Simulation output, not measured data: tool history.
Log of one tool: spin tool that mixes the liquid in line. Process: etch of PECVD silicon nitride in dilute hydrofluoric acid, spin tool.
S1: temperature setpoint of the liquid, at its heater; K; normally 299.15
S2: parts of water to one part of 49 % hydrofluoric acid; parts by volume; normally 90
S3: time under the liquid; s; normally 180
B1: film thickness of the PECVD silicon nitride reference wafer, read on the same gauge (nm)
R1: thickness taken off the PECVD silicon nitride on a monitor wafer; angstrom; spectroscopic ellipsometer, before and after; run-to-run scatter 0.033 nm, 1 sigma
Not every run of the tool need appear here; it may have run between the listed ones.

{"run": 1, "hour": 0.0, "S1": 299.15, "S2": 90, "S3": 180, "B1": 40.011, "R1": 41.65}
{"run": 2, "hour": 13.7, "S1": 299.15, "S2": 90, "S3": 180, "B1": 40.006, "R1": 41.74}
{"run": 3, "hour": 101.7, "S1": 299.15, "S2": 90, "S3": 180, "B1": 39.995, "R1": 41.51}
{"run": 4, "hour": 127.4, "S1": 299.15, "S2": 90, "S3": 180, "B1": 40.016, "R1": 41.14}
{"run": 5, "hour": 153.1, "S1": 299.15, "S2": 90, "S3": 180, "B1": 40.006, "R1": 41.08}
{"run": 6, "hour": 165.1, "S1": 299.15, "S2": 90, "S3": 180, "B1": 40.003, "R1": 41.07}
{"run": 7, "hour": 191.8, "S1": 302.65, "S2": 60, "S3": 180, "B1": 40.009, "R1": 76.78}
{"run": 8, "hour": 227.2, "S1": 302.15, "S2": 90, "S3": 150, "B1": 40.002, "R1": 40.46}
{"hour": 255.4, "done": "hydrofluoric acid flow meter replaced"}
{"run": 9, "hour": 262.2, "S1": 299.15, "S2": 90, "S3": 180, "B1": 40.029, "R1": 42.33}
{"run": 10, "hour": 296.0, "S1": 299.15, "S2": 90, "S3": 180, "B1": 40.01, "R1": 42.59}
{"run": 11, "hour": 325.9, "S1": 299.15, "S2": 90, "S3": 180, "B1": 39.987, "R1": 41.81}
{"run": 12, "hour": 338.8, "S1": 303.15, "S2": 90, "S3": 180, "B1": 40.035, "R1": 54.42}
{"run": 13, "hour": 363.8, "S1": 303.15, "S2": 90, "S3": 180, "B1": 39.993, "R1": 53.97}
{"run": 14, "hour": 397.7, "S1": 303.15, "S2": 90, "S3": 180, "B1": 40.006, "R1": 53.3}
{"hour": 402.5, "done": "gauge calibrated"}
{"run": 15, "hour": 419.5, "S1": 297.15, "S2": 90, "S3": 240, "B1": 40.012, "R1": 48.06}
{"hour": 426.9, "done": "thermometer replaced"}
{"run": 16, "hour": 450.1, "S1": 304.15, "S2": 130, "S3": 180, "B1": 39.968, "R1": 39.51}
{"run": 17, "hour": 471.7, "S1": 302.65, "S2": 60, "S3": 180, "B1": 40.046, "R1": 77.59}
{"run": 18, "hour": 494.5, "S1": 299.15, "S2": 115, "S3": 180, "B1": 39.994, "R1": 32.54}
{"run": 19, "hour": 526.7, "S1": 299.15, "S2": 90, "S3": 180, "B1": 40, "R1": 40.97}
{"run": 20, "hour": 545.5, "S1": 299.15, "S2": 90, "S3": 180, "B1": 39.975, "R1": 40.62}
{"run": 21, "hour": 563.5, "S1": 297.65, "S2": 45, "S3": 260, "B1": 39.985, "R1": 104.97}
{"run": 22, "hour": 586.2, "S1": 297.15, "S2": 50, "S3": 180, "B1": 40.003, "R1": 63.47}
{"run": 23, "hour": 606.9, "S1": 299.15, "S2": 90, "S3": 135, "B1": 39.992, "R1": 29.96}
{"run": 24, "hour": 674.7, "S1": 299.15, "S2": 90, "S3": 180, "B1": 39.988, "R1": 40.5}
{"run": 25, "hour": 702.5, "S1": 302.15, "S2": 50, "S3": 180, "B1": 40.014, "R1": 86.39}
{"run": 26, "hour": 726.4, "S1": 296.15, "S2": 75, "S3": 180, "B1": 39.996, "R1": 39.42}
{"run": 27, "hour": 745.5, "S1": 295.15, "S2": 90, "S3": 110, "B1": 39.981, "R1": 18.48}
{"run": 28, "hour": 764.7, "S1": 303.15, "S2": 90, "S3": 180, "B1": 40.006, "R1": 50.94}
{"run": 29, "hour": 779.7, "S1": 295.15, "S2": 50, "S3": 270, "B1": 40.008, "R1": 80.65}
{"run": 30, "hour": 799.5, "S1": 302.15, "S2": 90, "S3": 285, "B1": 40.005, "R1": 76.95}
{"hour": 815.3, "done": "hydrofluoric acid flow meter replaced"}
{"run": 31, "hour": 832.0, "S1": 299.15, "S2": 90, "S3": 180, "B1": 40.015, "R1": 42.97}

Consider 5 possible next runs. They are alternatives, not a sequence: every one starts from the tool as it was left by run 31. What does each give?
{"run": "A", "hour": 832.5, "S1": 299.15, "S2": 75, "S3": 180, "B1": "?", "R1": "?"}
{"run": "B", "hour": 832.5, "S1": 296.65, "S2": 110, "S3": 285, "B1": "?", "R1": "?"}
{"run": "C", "hour": 832.5, "S1": 304.15, "S2": 60, "S3": 120, "B1": "?", "R1": "?"}
{"run": "D", "hour": 832.5, "S1": 303.15, "S2": 130, "S3": 275, "B1": "?", "R1": "?"}
{"run": "E", "hour": 832.5, "S1": 296.65, "S2": 90, "S3": 210, "B1": "?", "R1": "?"}

run=A B1=40.014 R1=51.22
run=B B1=40.014 R1=47.13
run=C B1=40.014 R1=58.87
run=D B1=40.014 R1=58.28
run=E B1=40.014 R1=42.32
With no hidden state in the tool, these same runs would have given:
run=A R1=51.45
run=B R1=47.33
run=C R1=59.13
run=D R1=58.54
run=E R1=42.5

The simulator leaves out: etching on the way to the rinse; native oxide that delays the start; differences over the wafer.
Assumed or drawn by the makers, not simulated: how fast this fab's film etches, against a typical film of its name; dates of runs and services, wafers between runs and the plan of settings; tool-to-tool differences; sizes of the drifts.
